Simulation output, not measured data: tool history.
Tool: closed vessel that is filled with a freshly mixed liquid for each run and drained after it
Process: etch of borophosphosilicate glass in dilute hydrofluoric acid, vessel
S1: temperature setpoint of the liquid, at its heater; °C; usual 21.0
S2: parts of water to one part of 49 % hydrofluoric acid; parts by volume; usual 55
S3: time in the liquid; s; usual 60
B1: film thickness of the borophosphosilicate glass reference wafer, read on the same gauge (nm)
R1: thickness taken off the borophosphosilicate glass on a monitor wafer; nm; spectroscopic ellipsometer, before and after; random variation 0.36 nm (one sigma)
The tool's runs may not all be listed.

run     day    S1  S2  S3      B1     R1
  1   0.000  21.0  35  60  100.02  88.36
  2   1.229  21.0  55  60   99.99  53.73
  3   2.533  21.0  55  60  100.00  54.17
  4   3.779  21.0  55  60  100.01  54.74
  5   4.450  21.0  55  60  100.01  54.41
  6   5.942  21.0  55  60   99.99  53.57
  7   6.521  23.0  75  60   99.99  41.88
  8   7.162  21.0  55  60   99.97  53.97
  9   8.483  19.0  35  60  100.00  79.49
 10   9.346  18.0  55  70  100.00  54.80
 11  10.217  18.0  70  40  100.00  24.31
     11.038  -- hydrofluoric acid flow meter replaced
 12  11.546  23.5  55  40  100.01  37.73
 13  12.654  21.0  55  60  100.00  50.49
 14  13.658  21.0  55  60  100.01  51.30
 15  15.154  24.5  75  35  100.03  24.68
     15.292  -- thermometer replaced
 16  16.108  21.0  55  60  100.00  54.64
 17  16.621  21.0  55  60   99.99  54.44
     16.812  -- gauge calibrated
 18  17.496  17.5  55  60  100.01  46.42
 19  18.725  21.0  30  35  100.01  60.27
 20  19.692  21.0  45  50  100.00  56.16
 21  20.221  18.5  55  90   99.99  73.29
 22  20.942  21.0  55  30  100.00  27.20
 23  22.392  23.0  45  60  100.01  73.59
 24  23.829  21.0  85  35  100.01  20.15
 25  24.562  21.0  35  60  100.03  87.56
 26  26.712  25.0  70  90  100.00  74.88
 27  27.908  24.5  55  45   99.99  48.00
 28  29.304  18.0  45  30   99.99  29.31
 29  30.667  21.0  55  60   99.98  54.21
 30  31.492  25.0  80  60  100.00  43.31
 31  34.292  21.0  55  60  100.01  54.10
 32  37.296  21.0  55  60  100.02  54.93

The same runs without the tool's hidden state, with the same run-to-run variation:
The hidden state here: liquid colder than its thermometer reads (K); hydrofluoric acid flow above the setpoint (%); gauge reads high (%).
run     R1
  1  88.96
  2  53.99
  3  54.46
  4  55.05
  5  54.73
  6  53.92
  7  42.01
  8  54.32
  9  80.31
 10  55.30
 11  24.50
 12  40.26
 13  53.97
 14  54.86
 15  26.31
 16  54.39
 17  54.18
 18  46.23
 19  60.04
 20  55.93
 21  73.03
 22  27.10
 23  73.33
 24  20.07
 25  87.33
 26  74.58
 27  47.86
 28  29.28
 29  54.11
 30  43.16
 31  54.04
 32  54.91
